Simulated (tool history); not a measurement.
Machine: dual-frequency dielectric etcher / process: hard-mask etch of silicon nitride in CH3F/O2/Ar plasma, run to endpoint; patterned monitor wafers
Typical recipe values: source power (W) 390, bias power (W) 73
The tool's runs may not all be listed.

run,hour,source power (W),bias power (W),"incoming incoming film thickness, nm",endpoint time (s)
1,0,440,73,34.63,51
2,18.8,440,73,34.6,51
3,41.6,440,73,34.74,51.1
4,59.9,390,73,34.32,52.3
5,73.9,340,81,34.59,53.5
6,87.4,340,81,34.47,53.5
7,118.9,450,73,34.53,50.7
8,147.4,450,73,34.7,51
9,162.8,390,79,34.72,52.1
10,181.3,390,79,34.66,52.1
11,193.6,470,63,34.64,52.5
12,221.4,470,63,34.52,52.3
13,252.9,470,63,34.67,52.9
14,271,390,73,34.65,53.5
15,290.5,390,73,35.04,54.3
# hour 320.5: bias power generator calibrated
16,321,390,73,34.35,53.4
# hour 357.4: upper electrode replaced
# hour 372.2: wet clean of the chamber
17,372.7,390,73,34.35,51.4
18,373,330,56,34.75,59.3
19,385.9,450,63,34.07,51
20,416.7,350,67,34.69,55.2
21,443,480,87,34.52,46
22,465.6,460,87,34.79,47.3
# hour 488.8: source power generator calibrated
23,495.7,460,90,34.43,46.3
24,511,310,83,34.78,54
25,523.1,390,73,34.62,52.3
26,545.9,320,84,34.57,53
27,579,440,79,34.2,48.8
28,598,340,81,34.18,52.3
29,622.6,440,65,34.15,51.9
30,645.5,390,66,34.46,54.2
31,658.4,470,66,34.32,51

Below, some changes in endpoint time (s) between adjacent runs. For each, the amount present without the hidden state too (settings, incoming material, random variation) and the amount remaining for the hidden state with gauge scatter not shared by both compared results:
What the log doesn't record here: etch rate over this chamber's usual, %; source power that arrives over what is set, %; bias power that arrives over what is set, %.
Run 8 -> 9: source power (W) 450 -> 390, bias power (W) 73 -> 79. endpoint time (s) +1.1: hidden state +0.2, all else +0.9.
Run 12 -> 13: nothing adjusted, nothing logged. endpoint time (s) +0.6: hidden state +0.2, all else +0.4.
Run 16 -> 17: upper electrode replaced, wet clean of the chamber. endpoint time (s) -2: hidden state -1.9, all else -0.1.
Run 17 -> 18: source power (W) 390 -> 330, bias power (W) 73 -> 56. endpoint time (s) +7.9: hidden state +0, all else +7.9.
Run 18 -> 19: source power (W) 330 -> 450, bias power (W) 56 -> 63. endpoint time (s) -8.3: hidden state +0.1, all else -8.4.
Run 20 -> 21: source power (W) 350 -> 480, bias power (W) 67 -> 87. endpoint time (s) -9.2: hidden state +0, all else -9.2.

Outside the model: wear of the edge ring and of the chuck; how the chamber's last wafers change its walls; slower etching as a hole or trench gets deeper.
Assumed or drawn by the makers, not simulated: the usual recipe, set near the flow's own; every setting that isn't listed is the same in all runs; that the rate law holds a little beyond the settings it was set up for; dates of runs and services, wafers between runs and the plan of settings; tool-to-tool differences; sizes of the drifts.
